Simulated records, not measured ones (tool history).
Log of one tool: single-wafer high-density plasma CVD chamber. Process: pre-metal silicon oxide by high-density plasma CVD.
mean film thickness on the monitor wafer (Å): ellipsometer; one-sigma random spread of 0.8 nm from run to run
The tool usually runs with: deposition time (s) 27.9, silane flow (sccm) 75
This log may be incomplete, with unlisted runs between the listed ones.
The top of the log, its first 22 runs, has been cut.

run    hour  deposition time (s)  silane flow (sccm)  wafers since the last listed run  hours since the silane flow controller was replaced  hours since the gauge calibration  read-back reference wafer on the same gauge, thickness_nm  mean film thickness on the monitor wafer (Å)
 23  2174.3                 26.1                  66                              2691                                                416.6                              671.7                                                    187.187                                       1834.67
 24  2267.1                 27.9                  75                              2415                                                509.4                              764.5                                                    186.951                                       2132.50
 25  2372.5                 27.9                  67                              2743                                                614.8                              869.9                                                    186.994                                       1984.72
 26  2432.3                 27.9                  75                              1556                                                674.6                              929.7                                                    187.228                                       2148.70
 27  2482.8                 24.9                  66                              1314                                                725.1                              980.2                                                    187.068                                       1750.82
 28  2554.6                 31.8                  84                              1868                                                796.9                             1052.0                                                    186.980                                       2671.17
 29  2625.7                 27.9                  75                              1850                                                868.0                             1123.1                                                    186.801                                       2139.72
 30  2662.6                 27.9                  75                               960                                                904.9                             1160.0                                                    186.909                                       2144.63
 31  2723.2                 24.2                  62                              1577                                                965.5                             1220.6                                                    187.224                                       1629.94
 32  2801.0                 26.4                  80                              2025                                               1043.3                             1298.4                                                    186.747                                       2132.68
 33  2874.0                 32.2                  82                              1900                                               1116.3                             1371.4                                                    186.970                                       2659.46
 34  2968.8                 31.3                  81                              2467                                               1211.1                             1466.2                                                    186.792                                       2563.16
 35  3021.2                 23.1                  89                              1363                                               1263.5                             1518.6                                                    186.927                                       2037.52
 36  3108.3                 29.9                  62                              2267                                               1350.6                             1605.7                                                    186.921                                       2014.72

Expected results for the next run?
 37  3182.6                 24.4                  75                              1934                                               1424.9                             1680.0                                                          ?                                             ?

read-back reference wafer on the same gauge, thickness_nm: 187.084
mean film thickness on the monitor wafer (Å): 1886.47
Minus the tool's unlogged condition, the same run would have read mean film thickness on the monitor wafer (Å) 1863.78.
